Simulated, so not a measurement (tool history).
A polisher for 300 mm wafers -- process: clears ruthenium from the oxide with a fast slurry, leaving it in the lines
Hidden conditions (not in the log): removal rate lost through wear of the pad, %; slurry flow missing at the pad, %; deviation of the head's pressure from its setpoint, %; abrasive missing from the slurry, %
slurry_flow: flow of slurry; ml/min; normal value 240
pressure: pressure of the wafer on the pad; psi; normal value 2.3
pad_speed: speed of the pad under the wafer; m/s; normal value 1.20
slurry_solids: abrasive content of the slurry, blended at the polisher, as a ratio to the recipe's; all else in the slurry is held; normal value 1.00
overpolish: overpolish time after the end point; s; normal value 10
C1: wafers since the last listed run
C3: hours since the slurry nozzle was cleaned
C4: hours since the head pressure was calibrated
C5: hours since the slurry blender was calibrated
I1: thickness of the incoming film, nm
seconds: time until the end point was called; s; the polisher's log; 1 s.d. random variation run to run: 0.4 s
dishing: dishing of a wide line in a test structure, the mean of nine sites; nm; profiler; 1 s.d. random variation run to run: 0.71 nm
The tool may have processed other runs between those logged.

Run 1, day 0.000: usual settings; C1 0; wafers polished on this pad 528; C3 624.3; C4 963.1; C5 73.1; I1 148.8. Result: seconds 39.3 s, dishing 28.9 nm.
Run 2, day 0.296: usual settings; C1 78; wafers polished on this pad 606; C3 631.4; C4 970.2; C5 80.2; I1 150.7. Result: seconds 38.3 s, dishing 28.5 nm.
Run 3, day 1.038: usual settings; C1 196; wafers polished on this pad 803; C3 649.2; C4 988.0; C5 98.0; I1 151.3. Result: seconds 40.2 s, dishing 29.0 nm.
Run 4, day 1.296: usual settings; C1 68; wafers polished on this pad 872; C3 655.4; C4 994.2; C5 104.2; I1 151.9. Result: seconds 39.6 s, dishing 27.6 nm.
Run 5, day 1.862: usual settings; C1 150; wafers polished on this pad 1022; C3 669.0; C4 1007.8; C5 117.8; I1 151.5. Result: seconds 41.0 s, dishing 28.4 nm.
Run 6, day 2.612: usual settings; C1 199; wafers polished on this pad 1221; C3 687.0; C4 1025.8; C5 135.8; I1 147.7. Result: seconds 39.3 s, dishing 28.7 nm.
At day 3.033: worn pad replaced by a new one.
Run 7, day 3.358: usual settings but slurry_flow 215 ml/min; C1 153; wafers polished on this pad 86; C3 704.9; C4 1043.7; C5 153.7; I1 147.3. Result: seconds 36.5 s, dishing 31.4 nm.
Run 8, day 3.858: usual settings but slurry_flow 215 ml/min; C1 132; wafers polished on this pad 218; C3 716.9; C4 1055.7; C5 165.7; I1 150.1. Result: seconds 37.2 s, dishing 29.4 nm.
Run 9, day 4.304: usual settings but slurry_flow 215 ml/min; C1 118; wafers polished on this pad 337; C3 727.6; C4 1066.4; C5 176.4; I1 149.5. Result: seconds 38.4 s, dishing 29.3 nm.
Run 10, day 4.833: usual settings but pad_speed 1.38 m/s; C1 140; wafers polished on this pad 477; C3 740.3; C4 1079.1; C5 189.1; I1 151.2. Result: seconds 34.0 s, dishing 32.4 nm.
At day 5.196: head pressure recalibrated.
Run 11, day 5.538: usual settings but pad_speed 1.38 m/s; C1 164; wafers polished on this pad 642; C3 757.2; C4 8.2; C5 206.0; I1 153.5. Result: seconds 35.0 s, dishing 32.0 nm.
Run 12, day 6.246: usual settings but slurry_flow 290 ml/min, pressure 2.9 psi, pad_speed 1.38 m/s, overpolish 14 s; C1 187; wafers polished on this pad 830; C3 774.2; C4 25.2; C5 223.0; I1 152.2. Result: seconds 30.1 s, dishing 47.9 nm.
Run 13, day 6.554: usual settings but slurry_flow 290 ml/min, pressure 2.9 psi, pad_speed 1.38 m/s, overpolish 14 s; C1 81; wafers polished on this pad 912; C3 781.6; C4 32.6; C5 230.4; I1 149.6. Result: seconds 29.4 s, dishing 47.3 nm.
At day 7.146: worn pad replaced by a new one.
Run 14, day 7.317: usual settings but slurry_flow 265 ml/min, slurry_solids 0.90; C1 158; wafers polished on this pad 44; C3 799.9; C4 50.9; C5 248.7; I1 150.1. Result: seconds 38.4 s, dishing 29.3 nm.
Run 15, day 7.688: usual settings but slurry_flow 300 ml/min, slurry_solids 1.10; C1 98; wafers polished on this pad 143; C3 808.8; C4 59.8; C5 257.6; I1 150.4. Result: seconds 34.2 s, dishing 33.6 nm.
Run 16, day 8.412: usual settings but slurry_flow 295 ml/min, pad_speed 1.32 m/s; C1 192; wafers polished on this pad 335; C3 826.2; C4 77.2; C5 275.0; I1 149.0. Result: seconds 33.7 s, dishing 33.2 nm.
Run 17, day 8.800: usual settings; C1 102; wafers polished on this pad 438; C3 835.5; C4 86.5; C5 284.3; I1 152.7. Result: seconds 37.9 s, dishing 29.3 nm.
At day 9.854: slurry blender recalibrated.
Run 18, day 10.383: usual settings but pressure 2.7 psi; C1 398; wafers polished on this pad 836; C3 873.5; C4 124.5; C5 12.7; I1 151.4. Result: seconds 35.3 s, dishing 31.4 nm.
Run 19, day 10.933: usual settings but slurry_flow 215 ml/min; C1 145; wafers polished on this pad 982; C3 886.7; C4 137.7; C5 25.9; I1 149.2. Result: seconds 38.9 s, dishing 28.3 nm.
At day 11.075: slurry nozzle cleaned.
Run 20, day 11.388: usual settings but pressure 1.8 psi; C1 109; wafers polished on this pad 1092; C3 7.5; C4 148.6; C5 36.8; I1 150.3. Result: seconds 45.6 s, dishing 25.2 nm.
At day 11.571: worn pad replaced by a new one.
Run 21, day 12.075: usual settings but pad_speed 1.06 m/s; C1 138; wafers polished on this pad 133; C3 24.0; C4 165.1; C5 53.3; I1 148.8. Result: seconds 41.3 s, dishing 27.9 nm.
Run 22, day 14.258: usual settings; C1 579; wafers polished on this pad 713; C3 76.4; C4 217.5; C5 105.7; I1 148.7. Result: seconds 38.7 s, dishing 29.3 nm.
Run 23, day 14.917: usual settings but slurry_flow 205 ml/min, pressure 2.5 psi, pad_speed 1.44 m/s, slurry_solids 1.10; C1 174; wafers polished on this pad 887; C3 92.2; C4 233.3; C5 121.5; I1 149.9. Result: seconds 30.2 s, dishing 37.0 nm.

Forecast each of these 5 alternatives for the next run:
Run A, day 14.933: usual settings but overpolish 5 s; C1 4; wafers polished on this pad 892; C3 92.6; C4 233.7; C5 121.9; I1 147.1. Result: seconds ?, dishing ?.
Run B, day 14.933: usual settings but slurry_flow 185 ml/min, pressure 2.9 psi, slurry_solids 1.30, overpolish 12 s; C1 4; wafers polished on this pad 892; C3 92.6; C4 233.7; C5 121.9; I1 147.1. Result: seconds ?, dishing ?.
Run C, day 14.933: usual settings but slurry_flow 175 ml/min, pad_speed 1.08 m/s; C1 4; wafers polished on this pad 892; C3 92.6; C4 233.7; C5 121.9; I1 147.1. Result: seconds ?, dishing ?.
Run D, day 14.933: usual settings but slurry_flow 275 ml/min, pressure 2.8 psi, pad_speed 0.80 m/s, slurry_solids 0.75; C1 4; wafers polished on this pad 892; C3 92.6; C4 233.7; C5 121.9; I1 147.1. Result: seconds ?, dishing ?.
Run E, day 14.933: usual settings but pressure 2.5 psi; C1 4; wafers polished on this pad 892; C3 92.6; C4 233.7; C5 121.9; I1 147.1. Result: seconds ?, dishing ?.

run  seconds  dishing
  A     38.1     15.6
  B     29.5     42.2
  C     43.9     25.8
  D     61.4     19.1
  E     36.2     30.5
With no hidden state in the tool, these same runs would have given:
run  seconds  dishing
  A     33.6     17.5
  B     26.0     46.6
  C     38.8     28.8
  D     54.2     21.4
  E     32.0     34.0
